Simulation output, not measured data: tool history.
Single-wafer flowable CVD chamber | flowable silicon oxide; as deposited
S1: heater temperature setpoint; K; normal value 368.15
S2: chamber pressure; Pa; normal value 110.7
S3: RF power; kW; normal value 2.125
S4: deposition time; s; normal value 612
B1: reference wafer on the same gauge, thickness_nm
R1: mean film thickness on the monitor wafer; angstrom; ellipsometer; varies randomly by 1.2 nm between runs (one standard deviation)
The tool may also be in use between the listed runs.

run    hour      S1     S2     S3   S4       B1       R1
  1       0  368.15   95.1  2.125  612  475.166  3830.84
  2      99  368.15   95.1  2.125  612  475.217  3817.99
  3   417.1  362.15  110.7    1.8  612  475.292  5119.27
  4   454.2  362.15  110.7    1.8  612  475.255   5092.2
  5   504.5  362.15  110.7    1.8  612  474.444  5087.64
  6   553.9  368.15   89.5  2.125  612   475.01  3564.65
  7   630.3  368.15   89.5  2.125  612  475.102  3602.36
  8   718.2  368.15  110.7  2.125  612  474.943  4410.16
      872.7  -- showerhead replaced
  9   917.8  368.15  110.7  2.125  612  475.165  4418.85
     1020.2  -- capacitance manometer re-zeroed and calibrated
 10  1093.8  368.15  110.7   1.99  612  475.023  4366.85
     1117.7  -- gauge calibrated
 11  1325.3  368.15  110.7   1.99  612  475.073  4337.43
 12  1407.4  368.15  110.7   1.99  612   475.01   4361.3
 13  1487.9  368.15  110.7  2.365  612  475.069  4505.19
 14  1571.5  368.15  110.7  2.125  612  475.073   4383.4
 15    1616  383.15   89.6   1.97  612  474.676  2259.32
 16  1715.2  368.15  110.7  2.125  612  475.397  4416.62
     1757.7  -- thermocouple changed; heater temperature recalibrated
 17  1789.3  368.15   93.9  2.125  517  475.377  3151.66
 18  1881.8  377.15  110.7  2.395  678  474.959  3839.77
 19  1925.2  368.15  110.7  2.125  612  474.444  4390.32
 20  2015.3  381.15  110.7  2.125  492  475.266   2425.1
 21  2109.6  368.15  110.7   1.99  612  475.072  4332.62
     2123.8  -- RF generator calibrated
 22  2201.8  368.15  110.7  2.125  711  474.894  5172.26
 23  2298.8  368.15  136.9  2.125  612  475.125  5517.51
 24  2359.5  373.15   83.1   1.89  725  475.058   3344.1
 25  2449.2  375.15  118.7  2.125  612  474.625  3908.09
 26  2521.6  354.15  110.7   2.26  612  475.074  6624.42
 27  2626.5  368.15  110.7   1.97  612  474.848  4402.09
 28  2695.3  377.15   83.3  2.525  558   474.84  2403.67
 29  2739.3  368.15  110.7  2.125  612  475.046  4450.68

Exercise: give the hidden state of the tool at every run:
wafer temperature above the value expected at the setpoint (K): 0 in every run
true pressure above the setpoint (%): 0 in every run
gauge reads high (%): 0 in every run
H1: delivered RF power above the setpoint (%)
run     H1
  1  -2.24
  2  -2.57
  3  -3.61
  4  -3.73
  5   -3.9
  6  -4.06
  7  -4.31
  8   -4.6
  9  -5.25
 10  -5.83
 11  -6.59
 12  -6.86
 13  -7.12
 14  -7.39
 15  -7.54
 16  -7.86
 17  -8.11
 18  -8.41
 19  -8.55
 20  -8.85
 21  -9.16
 22  -1.08
 23  -1.39
 24  -1.59
 25  -1.89
 26  -2.12
 27  -2.47
 28  -2.69
 29  -2.84

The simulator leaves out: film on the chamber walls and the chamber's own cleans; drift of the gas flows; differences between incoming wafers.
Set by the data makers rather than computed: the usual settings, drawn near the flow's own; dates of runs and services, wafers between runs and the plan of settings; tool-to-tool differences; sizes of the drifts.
